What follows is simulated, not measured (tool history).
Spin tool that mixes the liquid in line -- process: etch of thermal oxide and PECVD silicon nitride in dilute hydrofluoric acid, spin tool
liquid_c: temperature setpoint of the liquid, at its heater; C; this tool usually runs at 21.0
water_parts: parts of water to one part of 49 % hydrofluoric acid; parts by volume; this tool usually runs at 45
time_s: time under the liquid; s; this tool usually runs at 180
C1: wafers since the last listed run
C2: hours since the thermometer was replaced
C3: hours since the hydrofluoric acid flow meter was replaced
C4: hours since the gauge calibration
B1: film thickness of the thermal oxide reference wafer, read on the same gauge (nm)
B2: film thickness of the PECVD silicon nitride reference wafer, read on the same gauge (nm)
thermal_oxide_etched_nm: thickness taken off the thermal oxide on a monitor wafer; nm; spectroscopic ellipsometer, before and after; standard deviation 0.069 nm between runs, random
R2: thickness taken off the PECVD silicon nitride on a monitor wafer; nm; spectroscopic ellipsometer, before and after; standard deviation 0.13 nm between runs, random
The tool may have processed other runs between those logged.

run 1 hour=0.0 | liquid_c=21.0 water_parts=45 time_s=180 | C1=0 C2=410.1 C3=16.1 C4=1332.7 | B1=120.03 B2=50.03 | thermal_oxide_etched_nm=18.37 R2=14.23
run 2 hour=89.4 | liquid_c=21.0 water_parts=45 time_s=265 | C1=481 C2=499.5 C3=105.5 C4=1422.1 | B1=119.94 B2=49.97 | thermal_oxide_etched_nm=27.12 R2=20.98
run 3 hour=134.8 | liquid_c=21.0 water_parts=55 time_s=180 | C1=244 C2=544.9 C3=150.9 C4=1467.5 | B1=119.97 B2=50.01 | thermal_oxide_etched_nm=14.94 R2=11.66
run 4 hour=200.4 | liquid_c=21.0 water_parts=55 time_s=180 | C1=353 C2=610.5 C3=216.5 C4=1533.1 | B1=119.97 B2=49.99 | thermal_oxide_etched_nm=15.01 R2=11.49
run 5 hour=237.5 | liquid_c=21.0 water_parts=45 time_s=180 | C1=200 C2=647.6 C3=253.6 C4=1570.2 | B1=120.02 B2=49.99 | thermal_oxide_etched_nm=18.45 R2=14.26
run 6 hour=367.0 | liquid_c=21.0 water_parts=45 time_s=180 | C1=698 C2=777.1 C3=383.1 C4=1699.7 | B1=120.00 B2=49.99 | thermal_oxide_etched_nm=18.58 R2=14.37
run 7 hour=444.2 | liquid_c=23.0 water_parts=45 time_s=180 | C1=416 C2=854.3 C3=460.3 C4=1776.9 | B1=119.96 B2=49.98 | thermal_oxide_etched_nm=20.38 R2=16.47
run 8 hour=504.9 | liquid_c=21.0 water_parts=55 time_s=220 | C1=327 C2=915.0 C3=521.0 C4=1837.6 | B1=120.02 B2=50.05 | thermal_oxide_etched_nm=18.39 R2=14.41
run 9 hour=568.9 | liquid_c=21.0 water_parts=55 time_s=220 | C1=345 C2=979.0 C3=585.0 C4=1901.6 | B1=120.01 B2=50.02 | thermal_oxide_etched_nm=18.37 R2=14.53
run 10 hour=616.9 | liquid_c=21.0 water_parts=45 time_s=180 | C1=258 C2=1027.0 C3=633.0 C4=1949.6 | B1=120.01 B2=49.97 | thermal_oxide_etched_nm=18.75 R2=14.68
run 11 hour=688.5 | liquid_c=21.0 water_parts=45 time_s=180 | C1=386 C2=1098.6 C3=704.6 C4=2021.2 | B1=120.05 B2=49.97 | thermal_oxide_etched_nm=18.75 R2=14.71
-- hour=717.8 gauge calibrated
run 12 hour=835.3 | liquid_c=23.5 water_parts=60 time_s=180 | C1=791 C2=1245.4 C3=851.4 C4=117.5 | B1=120.00 B2=50.02 | thermal_oxide_etched_nm=15.26 R2=13.13
run 13 hour=937.4 | liquid_c=23.5 water_parts=60 time_s=180 | C1=550 C2=1347.5 C3=953.5 C4=219.6 | B1=119.99 B2=49.99 | thermal_oxide_etched_nm=15.35 R2=13.14
-- hour=1000.6 thermometer replaced
-- hour=1001.8 hydrofluoric acid flow meter replaced
run 14 hour=1030.0 | liquid_c=21.0 water_parts=45 time_s=180 | C1=488 C2=29.4 C3=28.2 C4=312.2 | B1=120.06 B2=49.97 | thermal_oxide_etched_nm=19.17 R2=15.17
run 15 hour=1116.5 | liquid_c=24.5 water_parts=45 time_s=270 | C1=466 C2=115.9 C3=114.7 C4=398.7 | B1=120.01 B2=49.97 | thermal_oxide_etched_nm=33.16 R2=29.27
run 16 hour=1215.4 | liquid_c=21.0 water_parts=45 time_s=180 | C1=533 C2=214.8 C3=213.6 C4=497.6 | B1=120.02 B2=50.07 | thermal_oxide_etched_nm=19.26 R2=15.47
-- hour=1246.4 thermometer replaced, repeated, since the last time left the tool worse
run 17 hour=1295.4 | liquid_c=24.0 water_parts=45 time_s=180 | C1=425 C2=49.0 C3=293.6 C4=577.6 | B1=119.99 B2=50.01 | thermal_oxide_etched_nm=20.64 R2=16.94
run 18 hour=1348.7 | liquid_c=17.0 water_parts=45 time_s=180 | C1=287 C2=102.3 C3=346.9 C4=630.9 | B1=120.00 B2=49.98 | thermal_oxide_etched_nm=15.29 R2=10.71
run 19 hour=1407.8 | liquid_c=25.5 water_parts=60 time_s=140 | C1=318 C2=161.4 C3=406.0 C4=690.0 | B1=119.96 B2=50.04 | thermal_oxide_etched_nm=12.59 R2=11.18
run 20 hour=1468.3 | liquid_c=23.0 water_parts=65 time_s=90 | C1=326 C2=221.9 C3=466.5 C4=750.5 | B1=119.96 B2=50.05 | thermal_oxide_etched_nm=6.70 R2=5.62
run 21 hour=1508.4 | liquid_c=18.0 water_parts=35 time_s=80 | C1=216 C2=262.0 C3=506.6 C4=790.6 | B1=120.06 B2=49.98 | thermal_oxide_etched_nm=9.27 R2=6.54
run 22 hour=1590.6 | liquid_c=21.0 water_parts=50 time_s=280 | C1=443 C2=344.2 C3=588.8 C4=872.8 | B1=119.95 B2=49.95 | thermal_oxide_etched_nm=25.54 R2=19.92
run 23 hour=1650.5 | liquid_c=18.5 water_parts=45 time_s=180 | C1=322 C2=404.1 C3=648.7 C4=932.7 | B1=120.04 B2=50.04 | thermal_oxide_etched_nm=16.58 R2=11.96
run 24 hour=1752.0 | liquid_c=22.5 water_parts=65 time_s=245 | C1=547 C2=505.6 C3=750.2 C4=1034.2 | B1=120.03 B2=50.01 | thermal_oxide_etched_nm=18.18 R2=15.11
run 25 hour=1816.5 | liquid_c=23.5 water_parts=60 time_s=180 | C1=347 C2=570.1 C3=814.7 C4=1098.7 | B1=119.96 B2=50.03 | thermal_oxide_etched_nm=15.04 R2=13.09
run 26 hour=1888.7 | liquid_c=23.0 water_parts=55 time_s=90 | C1=389 C2=642.3 C3=886.9 C4=1170.9 | B1=119.99 B2=50.03 | thermal_oxide_etched_nm=8.14 R2=6.82

For each run, what was the tool's unlogged condition?
hydrofluoric acid flow below the setpoint (%): 0 at every run
gauge reads high (%): 0 at every run
H1: liquid hotter than its thermometer reads (K)
run=1 H1=0.223
run=2 H1=0.27
run=3 H1=0.294
run=4 H1=0.329
run=5 H1=0.348
run=6 H1=0.417
run=7 H1=0.457
run=8 H1=0.489
run=9 H1=0.523
run=10 H1=0.548
run=11 H1=0.586
run=12 H1=0.663
run=13 H1=0.717
run=14 H1=1.23
run=15 H1=1.28
run=16 H1=1.33
run=17 H1=0.0262
run=18 H1=0.0543
run=19 H1=0.0854
run=20 H1=0.117
run=21 H1=0.138
run=22 H1=0.182
run=23 H1=0.213
run=24 H1=0.267
run=25 H1=0.301
run=26 H1=0.339

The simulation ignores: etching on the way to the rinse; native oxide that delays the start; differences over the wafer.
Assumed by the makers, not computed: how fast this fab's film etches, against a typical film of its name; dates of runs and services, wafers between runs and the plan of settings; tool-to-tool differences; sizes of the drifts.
